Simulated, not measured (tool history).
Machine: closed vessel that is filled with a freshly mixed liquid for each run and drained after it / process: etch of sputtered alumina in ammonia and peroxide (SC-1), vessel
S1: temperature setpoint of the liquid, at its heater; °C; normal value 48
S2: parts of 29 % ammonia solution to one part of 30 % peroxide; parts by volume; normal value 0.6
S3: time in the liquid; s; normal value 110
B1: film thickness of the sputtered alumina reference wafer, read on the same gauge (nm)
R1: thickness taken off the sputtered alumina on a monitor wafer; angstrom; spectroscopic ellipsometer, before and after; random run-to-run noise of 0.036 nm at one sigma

{"run": 1, "hour": 0.0, "S1": 53.5, "S2": 0.6, "S3": 135, "B1": 110.02, "R1": 93.4}
{"run": 2, "hour": 22.9, "S1": 48, "S2": 0.6, "S3": 110, "B1": 109.99, "R1": 55.9}
{"run": 3, "hour": 35.5, "S1": 48, "S2": 0.6, "S3": 110, "B1": 109.98, "R1": 56.8}
{"run": 4, "hour": 71.3, "S1": 48, "S2": 0.6, "S3": 110, "B1": 110.04, "R1": 56.4}
{"run": 5, "hour": 85.3, "S1": 48, "S2": 0.7, "S3": 110, "B1": 110, "R1": 57.6}
{"run": 6, "hour": 114.2, "S1": 48, "S2": 0.7, "S3": 110, "B1": 110.02, "R1": 57.7}
{"hour": 119.5, "done": "new drum of ammonia solution connected"}
{"run": 7, "hour": 134.5, "S1": 48, "S2": 0.6, "S3": 155, "B1": 109.98, "R1": 79.6}
{"hour": 140.1, "done": "thermometer replaced"}
{"run": 8, "hour": 149.0, "S1": 39.5, "S2": 0.6, "S3": 110, "B1": 109.96, "R1": 31.5}
{"run": 9, "hour": 180.9, "S1": 40, "S2": 0.7, "S3": 110, "B1": 109.99, "R1": 33.1}
{"run": 10, "hour": 199.5, "S1": 55, "S2": 0.7, "S3": 70, "B1": 110.03, "R1": 47.9}
{"run": 11, "hour": 223.6, "S1": 41, "S2": 0.5, "S3": 110, "B1": 109.98, "R1": 34}
{"run": 12, "hour": 251.0, "S1": 48, "S2": 0.35, "S3": 155, "B1": 110.04, "R1": 68.3}
{"hour": 255.2, "done": "gauge calibrated"}
{"hour": 259.1, "done": "ammonia flow meter replaced"}
{"run": 13, "hour": 279.9, "S1": 48, "S2": 0.6, "S3": 110, "B1": 110.01, "R1": 51.3}
{"run": 14, "hour": 314.3, "S1": 52.5, "S2": 0.5, "S3": 95, "B1": 110.03, "R1": 55.8}
{"run": 15, "hour": 350.1, "S1": 48, "S2": 0.85, "S3": 85, "B1": 110.02, "R1": 40.9}
{"run": 16, "hour": 377.5, "S1": 43, "S2": 0.6, "S3": 110, "B1": 110.01, "R1": 39.1}
{"run": 17, "hour": 412.6, "S1": 48, "S2": 0.5, "S3": 110, "B1": 109.96, "R1": 51.2}
{"run": 18, "hour": 448.4, "S1": 48, "S2": 0.85, "S3": 110, "B1": 110.01, "R1": 53.5}
{"run": 19, "hour": 470.1, "S1": 54, "S2": 0.75, "S3": 145, "B1": 109.97, "R1": 96.6}
{"run": 20, "hour": 494.9, "S1": 48, "S2": 0.7, "S3": 110, "B1": 109.97, "R1": 53.6}
{"run": 21, "hour": 528.4, "S1": 48, "S2": 0.6, "S3": 110, "B1": 110.05, "R1": 51}
{"run": 22, "hour": 564.3, "S1": 56.5, "S2": 0.5, "S3": 80, "B1": 110.02, "R1": 59}
{"run": 23, "hour": 577.0, "S1": 44, "S2": 0.6, "S3": 135, "B1": 110.04, "R1": 51.1}
{"run": 24, "hour": 599.5, "S1": 42.5, "S2": 0.35, "S3": 110, "B1": 109.99, "R1": 35.9}
{"run": 25, "hour": 628.0, "S1": 48, "S2": 0.6, "S3": 110, "B1": 110.01, "R1": 52.3}
{"hour": 641.4, "done": "new drum of ammonia solution connected"}
{"run": 26, "hour": 654.6, "S1": 56, "S2": 0.6, "S3": 110, "B1": 109.97, "R1": 79.8}
{"run": 27, "hour": 670.9, "S1": 55, "S2": 0.4, "S3": 155, "B1": 110.02, "R1": 103}

Consider 5 possible next runs. They are alternatives, not a sequence: every one starts from the tool as it was left by run 27. What does each give?
{"run": "A", "hour": 671.6, "S1": 48, "S2": 0.6, "S3": 110, "B1": "?", "R1": "?"}
{"run": "B", "hour": 671.6, "S1": 41, "S2": 0.45, "S3": 110, "B1": "?", "R1": "?"}
{"run": "C", "hour": 671.6, "S1": 40.5, "S2": 0.6, "S3": 110, "B1": "?", "R1": "?"}
{"run": "D", "hour": 671.6, "S1": 48, "S2": 0.6, "S3": 165, "B1": "?", "R1": "?"}
{"run": "E", "hour": 671.6, "S1": 48, "S2": 0.45, "S3": 70, "B1": "?", "R1": "?"}

run=A B1=110 R1=52.6
run=B B1=110 R1=34.3
run=C B1=110 R1=34.3
run=D B1=110 R1=78.9
run=E B1=110 R1=32.6
The same runs, with their run-to-run variation unchanged, on a tool lacking any hidden condition would have given:
run=A R1=51.2
run=B R1=33.4
run=C R1=33.4
run=D R1=76.9
run=E R1=31.7
